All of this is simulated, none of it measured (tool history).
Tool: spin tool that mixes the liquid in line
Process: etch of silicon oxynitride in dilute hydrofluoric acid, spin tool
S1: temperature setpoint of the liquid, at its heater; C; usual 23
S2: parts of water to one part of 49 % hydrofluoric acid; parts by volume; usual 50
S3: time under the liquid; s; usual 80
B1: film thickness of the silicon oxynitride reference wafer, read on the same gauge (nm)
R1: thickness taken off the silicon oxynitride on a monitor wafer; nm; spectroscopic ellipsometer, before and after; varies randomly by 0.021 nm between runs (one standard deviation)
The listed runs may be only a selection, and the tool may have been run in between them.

run,hour,S1,S2,S3,B1,R1
1,0,25.5,50,105,90.01,9.1
2,10.6,25.5,50,105,90.06,9.14
3,16.6,19.5,50,80,89.99,5.16
4,32.4,23,50,80,90,6.12
5,49.5,23,50,80,90.06,6.12
6,66.4,23,50,80,90.05,6.15
# hour 74.6: hydrofluoric acid flow meter replaced
7,78.7,23,50,80,89.99,6.94
8,91.4,23,50,80,90.04,6.94
# hour 92: gauge calibrated
# hour 92.6: thermometer replaced
9,107.5,23,30,80,90.01,11.71
10,115.4,20,50,50,90.02,3.72
11,130.5,25.5,50,105,89.99,10.21
12,153.9,21,50,80,90.01,6.24
13,170,25.5,50,105,90.01,10.22
14,187.6,23,50,120,90.03,10.29
15,198.9,23,50,80,89.99,6.88
16,235.7,18.5,25,120,89.96,16.65

Exercise: give the hidden state of the tool at every run:
liquid hotter than its thermometer reads (K): 0 in every run
gauge reads high (%): 0 in every run
H1: hydrofluoric acid flow below the setpoint (%)
run,H1
1,11.8
2,11.9
3,11.9
4,12
5,12.1
6,12.2
7,1.15
8,1.22
9,1.31
10,1.36
11,1.44
12,1.57
13,1.66
14,1.76
15,1.82
16,2.03
